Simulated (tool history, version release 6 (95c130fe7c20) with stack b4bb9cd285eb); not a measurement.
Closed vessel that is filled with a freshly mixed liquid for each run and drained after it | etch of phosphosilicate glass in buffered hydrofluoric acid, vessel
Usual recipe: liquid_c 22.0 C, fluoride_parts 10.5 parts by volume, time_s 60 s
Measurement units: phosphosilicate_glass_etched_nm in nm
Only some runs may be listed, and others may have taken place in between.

run	hour	liquid_c	fluoride_parts	time_s	wafers since the last listed run	hours since the thermometer was replaced	hours since the hydrofluoric acid flow meter was replaced	hours since the gauge calibration	read-back film thickness of the phosphosilicate glass reference wafer, read on the same gauge (nm)	phosphosilicate_glass_etched_nm
1	0.0	22.0	10.5	60	0	1338.6	1570.7	310.5	100.02	327.76
2	27.4	22.0	10.5	60	2978	1366.0	1598.1	337.9	100.01	334.12
3	53.5	20.0	10.5	60	2837	1392.1	1624.2	364.0	100.05	296.60
4	81.0	20.0	10.5	60	2989	1419.6	1651.7	391.5	100.02	295.71
5	114.0	20.0	10.5	60	3587	1452.6	1684.7	424.5	100.00	292.78
6	157.5	22.0	10.5	60	4728	1496.1	1728.2	468.0	100.03	328.92
7	187.7	22.0	8.0	65	3283	1526.3	1758.4	498.2	100.01	453.37
8	223.1	22.0	8.0	65	3848	1561.7	1793.8	533.6	100.02	454.91
# hour 229.7: gauge calibrated
9	254.6	22.0	10.5	60	3424	1593.2	1825.3	24.9	100.04	332.26
10	266.7	22.0	10.5	60	1315	1605.3	1837.4	37.0	99.98	326.62
11	294.7	22.0	10.5	60	3043	1633.3	1865.4	65.0	100.00	326.26
# hour 309.4: thermometer replaced
12	326.3	22.0	10.5	60	3326	16.9	1897.0	96.6	100.00	353.31
13	349.8	22.0	10.5	60	2554	40.4	1920.5	120.1	99.98	357.04
14	383.8	23.5	10.5	85	3696	74.4	1954.5	154.1	99.99	546.08
15	405.8	22.0	10.5	60	2391	96.4	1976.5	176.1	99.97	351.05
# hour 416.9: hydrofluoric acid flow meter replaced
16	419.5	22.0	10.5	60	1380	110.1	2.6	189.8	99.98	350.98

Estimate the outcome of run 17 from the log above:
17	441.3	26.5	8.5	60	2369	131.9	24.4	211.6	?	?

{"run 17": {"read-back film thickness of the phosphosilicate glass reference wafer, read on the same gauge (nm)": 99.99, "phosphosilicate_glass_etched_nm": 540.11}}
Take away the tool's hidden state, keep the run-to-run variation as it was, and the same run would have given phosphosilicate_glass_etched_nm 545.35 nm.
